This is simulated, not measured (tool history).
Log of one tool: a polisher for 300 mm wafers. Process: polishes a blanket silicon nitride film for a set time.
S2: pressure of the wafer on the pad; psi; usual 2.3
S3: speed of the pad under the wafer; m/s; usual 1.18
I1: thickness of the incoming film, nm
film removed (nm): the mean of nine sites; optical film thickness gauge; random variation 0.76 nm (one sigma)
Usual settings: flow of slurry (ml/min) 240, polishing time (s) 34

Run 1, hour 0: usual settings; I1 480.1. Result: film removed (nm) 51.5.
Run 2, hour 18.5: usual settings; I1 481.5. Result: film removed (nm) 51.2.
Run 3, hour 44.6: usual settings; I1 482.1. Result: film removed (nm) 51.2.
Run 4, hour 64: usual settings; I1 476.5. Result: film removed (nm) 52.1.
At hour 80.2: slurry nozzle cleaned.
Run 5, hour 95.6: usual settings; I1 477.9. Result: film removed (nm) 52.
At hour 107.8: worn pad replaced by a new one.
Run 6, hour 109.8: usual settings; I1 487.7. Result: film removed (nm) 51.5.
Run 7, hour 139.6: usual settings but S2 1.8 psi; I1 478.4. Result: film removed (nm) 43.
Run 8, hour 155.2: usual settings but S2 1.8 psi; I1 477.9. Result: film removed (nm) 42.9.
Run 9, hour 175.3: usual settings; I1 483.1. Result: film removed (nm) 50.4.
Run 10, hour 200.2: usual settings; I1 479.8. Result: film removed (nm) 50.8.
Run 11, hour 212.4: usual settings; I1 484. Result: film removed (nm) 50.4.
Run 12, hour 236.2: usual settings but flow of slurry (ml/min) 285; I1 478.5. Result: film removed (nm) 51.6.
Run 13, hour 257.9: usual settings but flow of slurry (ml/min) 285; I1 482.5. Result: film removed (nm) 52.7.
Run 14, hour 290.4: usual settings but flow of slurry (ml/min) 285; I1 477.5. Result: film removed (nm) 51.2.
At hour 317.1: worn pad replaced by a new one.
Run 15, hour 317.6: usual settings; I1 478.1. Result: film removed (nm) 51.4.
Run 16, hour 333: usual settings; I1 481.7. Result: film removed (nm) 51.4.
Run 17, hour 363: usual settings but flow of slurry (ml/min) 195; I1 484.6. Result: film removed (nm) 51.1.
At hour 367.1: slurry nozzle cleaned.
Run 18, hour 398.1: usual settings; I1 476.3. Result: film removed (nm) 50.2.
Run 19, hour 416.9: usual settings but S2 1.9 psi; I1 478.7. Result: film removed (nm) 44.6.
Run 20, hour 431.5: usual settings but flow of slurry (ml/min) 205; I1 483.5. Result: film removed (nm) 51.6.
Run 21, hour 458.2: usual settings; I1 486.4. Result: film removed (nm) 52.2.
Run 22, hour 480.3: usual settings but S3 1.44 m/s, polishing time (s) 44; I1 480.4. Result: film removed (nm) 78.2.
Run 23, hour 498.6: usual settings but flow of slurry (ml/min) 165, polishing time (s) 30; I1 480. Result: film removed (nm) 41.9.
At hour 518.9: worn pad replaced by a new one.
Run 24, hour 524.9: usual settings; I1 485.4. Result: film removed (nm) 50.8.
Run 25, hour 544.7: usual settings but flow of slurry (ml/min) 290, S2 3.1 psi, polishing time (s) 24; I1 482.3. Result: film removed (nm) 46.7.
At hour 555.5: head pressure recalibrated.
Run 26, hour 566.8: usual settings but S2 2.9 psi; I1 472.7. Result: film removed (nm) 60.6.
Run 27, hour 597.3: usual settings; I1 472.4. Result: film removed (nm) 52.7.
Run 28, hour 627.7: usual settings but S2 2.9 psi, S3 0.8 m/s, polishing time (s) 42; I1 478.4. Result: film removed (nm) 57.2.
At hour 636.9: slurry nozzle cleaned.
Run 29, hour 676.5: usual settings; I1 472.5. Result: film removed (nm) 52.
Run 30, hour 708.3: usual settings but flow of slurry (ml/min) 190, polishing time (s) 23; I1 481.9. Result: film removed (nm) 33.3.
At hour 732.5: worn pad replaced by a new one.
Run 31, hour 737.8: usual settings but S2 3 psi, S3 1.6 m/s, polishing time (s) 26; I1 471.7. Result: film removed (nm) 63.5.
Run 32, hour 758.9: usual settings; I1 481.6. Result: film removed (nm) 50.4.
Run 33, hour 780.1: usual settings but S3 1.32 m/s; I1 486.3. Result: film removed (nm) 54.3.
Run 34, hour 802.6: usual settings but flow of slurry (ml/min) 165, S2 2.6 psi, S3 1.38 m/s, polishing time (s) 43; I1 478.6. Result: film removed (nm) 76.
Run 35, hour 828.7: usual settings but S2 2.9 psi, polishing time (s) 23; I1 476.4. Result: film removed (nm) 41.1.
Run 36, hour 856.2: usual settings but S3 1.3 m/s; I1 483.2. Result: film removed (nm) 55.7.
At hour 887.4: slurry nozzle cleaned.
Run 37, hour 891.2: usual settings but flow of slurry (ml/min) 215, S3 0.84 m/s, polishing time (s) 38; I1 469.9. Result: film removed (nm) 44.3.
Run 38, hour 905.4: usual settings but flow of slurry (ml/min) 310, S3 0.96 m/s; I1 475.1. Result: film removed (nm) 44.1.

What the log doesn't show, run by run:
removal rate lost through wear of the pad, %: 0 in every run
slurry flow missing at the pad, %: 0 in every run
deviation of the head's pressure from its setpoint, %: 0 in every run
